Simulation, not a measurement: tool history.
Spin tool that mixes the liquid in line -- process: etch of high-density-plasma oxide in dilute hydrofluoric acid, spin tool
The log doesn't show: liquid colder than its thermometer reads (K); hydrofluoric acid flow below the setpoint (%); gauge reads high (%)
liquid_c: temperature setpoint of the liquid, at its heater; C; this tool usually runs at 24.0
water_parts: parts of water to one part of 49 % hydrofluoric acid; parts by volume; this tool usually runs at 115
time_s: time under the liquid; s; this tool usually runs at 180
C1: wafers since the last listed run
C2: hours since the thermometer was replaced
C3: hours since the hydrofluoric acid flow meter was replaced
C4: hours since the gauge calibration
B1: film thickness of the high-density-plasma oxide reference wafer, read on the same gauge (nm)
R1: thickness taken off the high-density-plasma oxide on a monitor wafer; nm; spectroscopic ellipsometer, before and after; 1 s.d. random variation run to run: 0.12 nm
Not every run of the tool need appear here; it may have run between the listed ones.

run 1 hour=0.0 | liquid_c=25.5 water_parts=115 time_s=180 | C1=0 C2=1125.8 C3=550.1 C4=1337.1 | B1=90.03 | R1=18.03
run 2 hour=82.6 | liquid_c=23.0 water_parts=115 time_s=265 | C1=693 C2=1208.4 C3=632.7 C4=1419.7 | B1=90.01 | R1=23.82
-- hour=108.4 hydrofluoric acid flow meter replaced
run 3 hour=123.4 | liquid_c=23.0 water_parts=115 time_s=265 | C1=334 C2=1249.2 C3=15.0 C4=1460.5 | B1=90.00 | R1=23.25
run 4 hour=165.2 | liquid_c=24.0 water_parts=115 time_s=180 | C1=351 C2=1291.0 C3=56.8 C4=1502.3 | B1=89.95 | R1=16.22
run 5 hour=238.6 | liquid_c=24.0 water_parts=115 time_s=180 | C1=616 C2=1364.4 C3=130.2 C4=1575.7 | B1=90.00 | R1=16.44
run 6 hour=298.1 | liquid_c=24.0 water_parts=115 time_s=180 | C1=499 C2=1423.9 C3=189.7 C4=1635.2 | B1=90.00 | R1=16.31
run 7 hour=359.9 | liquid_c=24.0 water_parts=90 time_s=180 | C1=519 C2=1485.7 C3=251.5 C4=1697.0 | B1=89.98 | R1=21.56
run 8 hour=459.3 | liquid_c=24.0 water_parts=90 time_s=180 | C1=834 C2=1585.1 C3=350.9 C4=1796.4 | B1=90.01 | R1=21.29
run 9 hour=530.0 | liquid_c=24.0 water_parts=135 time_s=180 | C1=593 C2=1655.8 C3=421.6 C4=1867.1 | B1=89.99 | R1=13.24
run 10 hour=570.1 | liquid_c=24.0 water_parts=135 time_s=180 | C1=336 C2=1695.9 C3=461.7 C4=1907.2 | B1=90.06 | R1=13.26
-- hour=582.9 gauge calibrated
run 11 hour=672.6 | liquid_c=24.0 water_parts=115 time_s=180 | C1=860 C2=1798.4 C3=564.2 C4=89.7 | B1=89.96 | R1=15.84
run 12 hour=717.7 | liquid_c=24.0 water_parts=115 time_s=180 | C1=378 C2=1843.5 C3=609.3 C4=134.8 | B1=89.99 | R1=15.93
-- hour=773.6 hydrofluoric acid flow meter replaced, repeated, since the last time left the tool worse
run 13 hour=784.8 | liquid_c=28.0 water_parts=115 time_s=180 | C1=555 C2=1910.6 C3=11.2 C4=201.9 | B1=90.02 | R1=20.30
run 14 hour=937.2 | liquid_c=28.5 water_parts=90 time_s=240 | C1=1279 C2=2063.0 C3=163.6 C4=354.3 | B1=89.98 | R1=36.15
run 15 hour=1010.9 | liquid_c=24.0 water_parts=115 time_s=180 | C1=618 C2=2136.7 C3=237.3 C4=428.0 | B1=90.00 | R1=17.23
run 16 hour=1104.3 | liquid_c=24.0 water_parts=115 time_s=180 | C1=784 C2=2230.1 C3=330.7 C4=521.4 | B1=90.01 | R1=17.05
run 17 hour=1190.5 | liquid_c=26.0 water_parts=135 time_s=180 | C1=723 C2=2316.3 C3=416.9 C4=607.6 | B1=90.03 | R1=15.23
run 18 hour=1266.2 | liquid_c=28.5 water_parts=160 time_s=180 | C1=635 C2=2392.0 C3=492.6 C4=683.3 | B1=89.99 | R1=13.81
run 19 hour=1349.6 | liquid_c=25.5 water_parts=130 time_s=145 | C1=700 C2=2475.4 C3=576.0 C4=766.7 | B1=89.96 | R1=12.66
run 20 hour=1403.9 | liquid_c=22.5 water_parts=75 time_s=180 | C1=456 C2=2529.7 C3=630.3 C4=821.0 | B1=90.01 | R1=25.89
-- hour=1434.8 hydrofluoric acid flow meter replaced
run 21 hour=1487.1 | liquid_c=20.5 water_parts=150 time_s=250 | C1=690 C2=2612.9 C3=52.3 C4=904.2 | B1=90.04 | R1=15.63
-- hour=1513.2 thermometer replaced
run 22 hour=1555.6 | liquid_c=28.5 water_parts=115 time_s=245 | C1=566 C2=42.4 C3=120.8 C4=972.7 | B1=90.00 | R1=28.12
run 23 hour=1616.9 | liquid_c=20.5 water_parts=140 time_s=130 | C1=514 C2=103.7 C3=182.1 C4=1034.0 | B1=89.96 | R1=8.74
run 24 hour=1715.1 | liquid_c=24.0 water_parts=115 time_s=180 | C1=824 C2=201.9 C3=280.3 C4=1132.2 | B1=89.98 | R1=17.30
run 25 hour=1769.8 | liquid_c=24.0 water_parts=75 time_s=150 | C1=459 C2=256.6 C3=335.0 C4=1186.9 | B1=90.01 | R1=23.16
run 26 hour=1841.0 | liquid_c=24.0 water_parts=115 time_s=180 | C1=597 C2=327.8 C3=406.2 C4=1258.1 | B1=89.99 | R1=16.85
run 27 hour=1883.0 | liquid_c=24.0 water_parts=115 time_s=180 | C1=352 C2=369.8 C3=448.2 C4=1300.1 | B1=89.99 | R1=17.29
run 28 hour=1988.2 | liquid_c=24.0 water_parts=115 time_s=180 | C1=883 C2=475.0 C3=553.4 C4=1405.3 | B1=90.02 | R1=16.88
run 29 hour=2055.4 | liquid_c=24.0 water_parts=115 time_s=180 | C1=564 C2=542.2 C3=620.6 C4=1472.5 | B1=90.01 | R1=16.81
run 30 hour=2107.4 | liquid_c=24.0 water_parts=75 time_s=180 | C1=436 C2=594.2 C3=672.6 C4=1524.5 | B1=89.99 | R1=27.25
-- hour=2197.2 hydrofluoric acid flow meter replaced
run 31 hour=2210.8 | liquid_c=24.0 water_parts=65 time_s=115 | C1=859 C2=697.6 C3=13.6 C4=1627.9 | B1=90.00 | R1=21.07

For some of the steps in R1 from one run to the next: how much would appear even if the tool had no hidden state, given the settings, what came in and random variation, and how much remains for the hidden state plus any gauge scatter that the measured result and the result without hidden state don't share?
Run 12 -> 13: liquid_c 24.0 -> 28.0, hydrofluoric acid flow meter replaced, repeated, since the last time left the tool worse. R1 +4.37 nm: hidden state +1.65, all else +2.72.
Run 13 -> 14: liquid_c 28.0 -> 28.5, water_parts 115 -> 90, time_s 180 -> 240. R1 +15.85 nm: hidden state -0.35, all else +16.20.
Run 14 -> 15: liquid_c 28.5 -> 24.0, water_parts 90 -> 115, time_s 240 -> 180. R1 -18.92 nm: hidden state +0.14, all else -19.06.
Run 20 -> 21: liquid_c 22.5 -> 20.5, water_parts 75 -> 150, time_s 180 -> 250, hydrofluoric acid flow meter replaced. R1 -10.26 nm: hidden state +0.87, all else -11.13.
Run 22 -> 23: liquid_c 28.5 -> 20.5, water_parts 115 -> 140, time_s 245 -> 130. R1 -19.38 nm: hidden state +0.15, all else -19.53.
Run 30 -> 31: water_parts 75 -> 65, time_s 180 -> 115, hydrofluoric acid flow meter replaced. R1 -6.18 nm: hidden state +0.96, all else -7.14.

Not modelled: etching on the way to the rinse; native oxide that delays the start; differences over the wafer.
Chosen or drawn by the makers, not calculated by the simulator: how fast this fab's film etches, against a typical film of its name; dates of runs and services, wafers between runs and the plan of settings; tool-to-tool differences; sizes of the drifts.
